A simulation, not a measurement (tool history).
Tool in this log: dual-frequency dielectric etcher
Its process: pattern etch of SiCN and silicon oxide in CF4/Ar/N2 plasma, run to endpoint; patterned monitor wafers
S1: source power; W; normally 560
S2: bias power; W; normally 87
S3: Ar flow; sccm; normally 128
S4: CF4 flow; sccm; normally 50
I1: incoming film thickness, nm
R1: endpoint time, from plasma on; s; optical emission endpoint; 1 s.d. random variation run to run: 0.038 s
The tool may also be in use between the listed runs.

run	hour	S1	S2	S3	S4	I1	R1
1	0.0	560	87	128	50	12.43	11.8
2	34.2	560	87	128	50	12.44	11.8
3	46.9	560	87	128	50	12.48	11.8
4	71.6	560	87	128	50	12.55	11.9
5	93.2	560	87	128	50	12.73	12.0
6	181.8	560	87	141	59	12.35	11.4
7	211.0	560	87	141	59	12.40	11.5
8	229.7	700	96	157	43	12.46	9.7
9	243.8	560	96	128	50	12.46	11.1
10	271.5	560	87	128	54	12.50	11.5
11	296.0	560	81	149	59	12.53	12.1
12	321.9	560	87	156	42	12.61	12.9
13	336.9	430	87	113	50	12.38	15.5
14	363.9	560	87	155	50	12.52	12.9
15	380.3	560	87	128	50	12.46	12.4
16	397.0	560	87	128	50	12.44	12.3
17	438.4	440	87	149	50	12.38	16.0
18	442.7	560	87	128	50	12.46	12.3
19	539.6	560	78	159	50	12.46	13.7
20	559.5	560	107	158	55	12.48	11.1
21	578.7	560	87	156	44	12.48	13.3
22	600.9	560	102	128	42	12.57	11.8
23	615.1	490	65	110	60	12.36	15.4

Not shown here: 7 entries made in the log between runs. Locate each between two listed runs and compare the hidden state at the listed run before it with the hidden state at the listed run after it:
Runs 1 to 2: wet clean of the chamber (hour 29.4)
  source power that arrives over what is set, %: 4.6 -> 4.69
  difference, measured minus the result without the unlogged condition, R1: -0.5 -> -0.5 s
Runs 3 to 4: Ar flow controller replaced (hour 57.2)
  source power that arrives over what is set, %: 4.72 -> 4.79
  difference, measured minus the result without the unlogged condition, R1: -0.6 -> -0.6 s
Runs 5 to 6: bias power generator calibrated (hour 158.6); upper electrode replaced (hour 163.7)
  source power that arrives over what is set, %: 4.85 -> 5.09
  difference, measured minus the result without the unlogged condition, R1: -0.5 -> -0.6 s
Runs 6 to 7: CF4 flow controller replaced (hour 206.5)
  source power that arrives over what is set, %: 5.09 -> 5.18
  difference, measured minus the result without the unlogged condition, R1: -0.6 -> -0.5 s
Runs 12 to 13: source power generator calibrated (hour 330.7)
  source power that arrives over what is set, %: 5.49 -> 0.132
  difference, measured minus the result without the unlogged condition, R1: -0.7 -> +0.0 s
Runs 16 to 17: wet clean of the chamber (hour 437.9)
  source power that arrives over what is set, %: 0.133 -> 0.136
  difference, measured minus the result without the unlogged condition, R1: +0.0 -> -0.1 s
